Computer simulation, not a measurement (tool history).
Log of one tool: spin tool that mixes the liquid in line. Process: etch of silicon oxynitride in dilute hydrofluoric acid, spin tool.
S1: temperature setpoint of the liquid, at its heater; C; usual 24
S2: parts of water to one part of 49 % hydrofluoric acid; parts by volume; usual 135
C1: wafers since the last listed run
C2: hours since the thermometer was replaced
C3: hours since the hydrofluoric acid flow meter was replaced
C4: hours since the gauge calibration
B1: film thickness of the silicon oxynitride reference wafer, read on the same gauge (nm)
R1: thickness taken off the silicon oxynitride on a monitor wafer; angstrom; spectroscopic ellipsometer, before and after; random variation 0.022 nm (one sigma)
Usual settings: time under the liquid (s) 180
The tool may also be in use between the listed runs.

run 1 hour=0 | S1=24 S2=135 time_under_the_liquid_(s)=180 | C1=0 C2=191.6 C3=1406.1 C4=539.7 | B1=40.01 | R1=47.8
run 2 hour=27.1 | S1=24 S2=135 time_under_the_liquid_(s)=180 | C1=119 C2=218.7 C3=1433.2 C4=566.8 | B1=39.99 | R1=47.4
run 3 hour=74.1 | S1=24 S2=135 time_under_the_liquid_(s)=180 | C1=207 C2=265.7 C3=1480.2 C4=613.8 | B1=40.02 | R1=47
run 4 hour=118.5 | S1=24 S2=135 time_under_the_liquid_(s)=180 | C1=196 C2=310.1 C3=1524.6 C4=658.2 | B1=40 | R1=47.7
run 5 hour=169.6 | S1=24 S2=135 time_under_the_liquid_(s)=180 | C1=225 C2=361.2 C3=1575.7 C4=709.3 | B1=39.99 | R1=47.8
run 6 hour=220.6 | S1=24 S2=135 time_under_the_liquid_(s)=180 | C1=225 C2=412.2 C3=1626.7 C4=760.3 | B1=40.01 | R1=47.5
run 7 hour=245.3 | S1=24 S2=135 time_under_the_liquid_(s)=180 | C1=109 C2=436.9 C3=1651.4 C4=785 | B1=40.01 | R1=46.7
run 8 hour=272.3 | S1=24 S2=135 time_under_the_liquid_(s)=180 | C1=119 C2=463.9 C3=1678.4 C4=812 | B1=40 | R1=47.1
run 9 hour=331.8 | S1=20 S2=135 time_under_the_liquid_(s)=180 | C1=263 C2=523.4 C3=1737.9 C4=871.5 | B1=40.01 | R1=38.3
run 10 hour=373.3 | S1=24 S2=135 time_under_the_liquid_(s)=180 | C1=183 C2=564.9 C3=1779.4 C4=913 | B1=40 | R1=46.4
-- hour=410 hydrofluoric acid flow meter replaced
run 11 hour=414 | S1=24 S2=135 time_under_the_liquid_(s)=180 | C1=175 C2=605.6 C3=4 C4=953.7 | B1=40.02 | R1=46.8
-- hour=426.8 gauge calibrated
run 12 hour=455 | S1=22.5 S2=175 time_under_the_liquid_(s)=180 | C1=181 C2=646.6 C3=45 C4=28.2 | B1=40 | R1=32.5
run 13 hour=487.2 | S1=24 S2=135 time_under_the_liquid_(s)=180 | C1=142 C2=678.8 C3=77.2 C4=60.4 | B1=39.98 | R1=46.6
run 14 hour=558.2 | S1=24 S2=75 time_under_the_liquid_(s)=240 | C1=313 C2=749.8 C3=148.2 C4=131.4 | B1=40.03 | R1=116.3
run 15 hour=594.7 | S1=22.5 S2=135 time_under_the_liquid_(s)=215 | C1=161 C2=786.3 C3=184.7 C4=167.9 | B1=40 | R1=51.7
-- hour=622.5 thermometer replaced
run 16 hour=663.5 | S1=24 S2=110 time_under_the_liquid_(s)=180 | C1=299 C2=41 C3=253.5 C4=236.7 | B1=40 | R1=60.3
run 17 hour=698.2 | S1=21.5 S2=80 time_under_the_liquid_(s)=85 | C1=153 C2=75.7 C3=288.2 C4=271.4 | B1=39.99 | R1=35.3
run 18 hour=722.8 | S1=26.5 S2=135 time_under_the_liquid_(s)=260 | C1=108 C2=100.3 C3=312.8 C4=296 | B1=39.99 | R1=77.3
run 19 hour=761.3 | S1=24 S2=135 time_under_the_liquid_(s)=140 | C1=170 C2=138.8 C3=351.3 C4=334.5 | B1=39.99 | R1=37.3
run 20 hour=804.5 | S1=24 S2=135 time_under_the_liquid_(s)=180 | C1=191 C2=182 C3=394.5 C4=377.7 | B1=40 | R1=48.1
run 21 hour=846.5 | S1=28 S2=135 time_under_the_liquid_(s)=180 | C1=185 C2=224 C3=436.5 C4=419.7 | B1=40.01 | R1=57
run 22 hour=916.7 | S1=24 S2=135 time_under_the_liquid_(s)=180 | C1=310 C2=294.2 C3=506.7 C4=489.9 | B1=40.01 | R1=47.6

Forecast each of these 4 alternatives for the next run:
run A hour=917.2 | S1=24 S2=135 time_under_the_liquid_(s)=180 | C1=2 C2=294.7 C3=507.2 C4=490.4 | B1=? | R1=?
run B hour=917.2 | S1=24 S2=135 time_under_the_liquid_(s)=270 | C1=2 C2=294.7 C3=507.2 C4=490.4 | B1=? | R1=?
run C hour=917.2 | S1=29 S2=185 time_under_the_liquid_(s)=125 | C1=2 C2=294.7 C3=507.2 C4=490.4 | B1=? | R1=?
run D hour=917.2 | S1=20.5 S2=165 time_under_the_liquid_(s)=220 | C1=2 C2=294.7 C3=507.2 C4=490.4 | B1=? | R1=?

run=A B1=39.98 R1=47.3
run=B B1=39.98 R1=71
run=C B1=39.98 R1=28.8
run=D B1=39.98 R1=39.3
Without the tool's hidden state the same runs would have given:
run=A R1=48.3
run=B R1=72.5
run=C R1=29.3
run=D R1=40.1
